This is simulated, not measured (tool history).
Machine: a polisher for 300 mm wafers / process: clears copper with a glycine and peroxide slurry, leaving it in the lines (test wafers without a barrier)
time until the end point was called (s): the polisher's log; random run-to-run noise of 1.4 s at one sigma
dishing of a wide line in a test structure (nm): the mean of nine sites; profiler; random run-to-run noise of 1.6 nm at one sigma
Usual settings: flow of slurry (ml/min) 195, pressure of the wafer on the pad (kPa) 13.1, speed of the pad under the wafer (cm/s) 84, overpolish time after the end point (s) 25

run,day,flow of slurry (ml/min),pressure of the wafer on the pad (kPa),speed of the pad under the wafer (cm/s),overpolish time after the end point (s),wafers since the last listed run,wafers polished on this pad,hours since the slurry nozzle was cleaned,hours since the head pressure was calibrated,"incoming thickness of the incoming film, nm",time until the end point was called (s),dishing of a wide line in a test structure (nm)
1,0.000,140,13.1,84,25,0,303,215.2,544.9,281.3,85.9,59.1
2,1.892,140,13.1,84,25,248,551,260.6,590.3,284.8,89.9,61.7
3,4.833,195,13.1,84,25,386,937,331.2,660.9,281.8,80.2,62.6
# day 5.850: head pressure recalibrated
4,7.200,195,13.1,84,25,299,1237,388.0,32.4,282.2,83.6,64.1
5,8.788,195,13.1,84,25,208,1445,426.1,70.5,289.2,84.3,62.4
6,10.146,195,13.1,84,25,178,1624,458.7,103.1,285.3,87.8,63.2
# day 10.700: slurry nozzle cleaned
7,12.562,195,13.1,84,25,311,1935,44.7,161.1,291.1,78.0,66.3
8,14.204,195,13.1,84,25,215,2151,84.1,200.5,284.9,79.5,69.2
# day 15.404: worn pad replaced by a new one
9,15.496,195,13.1,84,25,147,12,115.1,231.5,281.1,75.2,68.2
10,20.217,195,13.1,84,25,619,631,228.4,344.8,285.1,78.7,66.7
11,22.138,195,13.1,84,25,252,884,274.5,390.9,290.6,82.7,65.7
12,23.983,195,13.1,84,25,242,1126,318.8,435.2,286.4,82.9,64.8
13,26.846,195,13.1,84,25,375,1502,387.5,503.9,288.4,84.5,60.5
14,28.392,195,13.1,84,25,202,1705,424.6,541.0,285.9,83.7,59.4
15,29.492,195,13.1,84,25,144,1849,451.0,567.4,289.0,85.6,64.8
# day 29.921: slurry nozzle cleaned
# day 30.246: head pressure recalibrated
16,31.708,195,13.1,84,25,274,2123,42.9,35.1,283.0,75.1,66.3
# day 33.350: worn pad replaced by a new one
17,34.546,195,13.1,74,25,350,157,111.0,103.2,284.6,81.4,65.2
18,35.575,245,13.1,84,25,135,292,135.7,127.9,289.3,75.7,68.2
19,38.425,225,13.1,92,25,374,666,204.1,196.3,280.2,74.5,68.3
20,45.204,260,13.1,84,25,889,1556,366.8,359.0,285.1,75.9,66.0
21,46.696,215,17.2,84,20,195,1752,402.6,394.8,289.2,67.3,67.1
22,49.429,195,13.1,84,25,358,2110,468.2,460.4,280.1,84.8,60.4
# day 50.312: slurry nozzle cleaned
# day 52.792: worn pad replaced by a new one
# day 53.417: head pressure recalibrated
23,57.071,220,13.1,66,25,964,550,162.2,87.7,289.4,91.1,60.3
24,59.362,215,17.2,84,20,300,851,217.2,142.7,284.3,63.3,65.6
25,62.050,195,11.0,84,25,352,1204,281.7,207.2,282.2,92.9,59.5
26,64.817,195,15.2,84,25,363,1567,348.1,273.6,284.7,73.8,71.9
27,66.467,140,13.1,84,25,216,1784,387.7,313.2,282.5,94.1,56.4
# day 70.271: slurry nozzle cleaned
# day 71.867: worn pad replaced by a new one
28,75.375,195,13.1,84,25,1142,460,122.5,527.0,280.2,75.5,64.0
29,77.896,195,13.1,56,25,330,791,183.0,587.5,283.6,95.4,56.9
# day 80.454: head pressure recalibrated
30,80.633,160,13.1,74,25,348,1140,248.7,4.3,284.3,89.1,61.3
31,82.967,195,13.1,108,34,306,1446,304.7,60.3,287.2,70.4,87.8
32,85.717,155,13.1,84,25,360,1807,370.7,126.3,284.3,86.3,61.8

Predict each of these 4 candidate next runs independently; none follows another, all start after run 32:
A,85.738,195,13.1,106,25,2,1810,371.2,126.8,283.6,?,?
B,85.738,195,9.0,84,32,2,1810,371.2,126.8,283.6,?,?
C,85.738,135,15.9,84,17,2,1810,371.2,126.8,283.6,?,?
D,85.738,145,13.1,84,39,2,1810,371.2,126.8,283.6,?,?

run,time until the end point was called (s),dishing of a wide line in a test structure (nm)
A,70.8,70.5
B,103.6,63.1
C,77.4,49.4
D,86.9,84.2
With the hidden condition removed and each run's random variation left untouched, the same runs would have given:
run,time until the end point was called (s),dishing of a wide line in a test structure (nm)
A,66.1,74.0
B,96.8,66.3
C,70.1,53.6
D,79.3,89.4
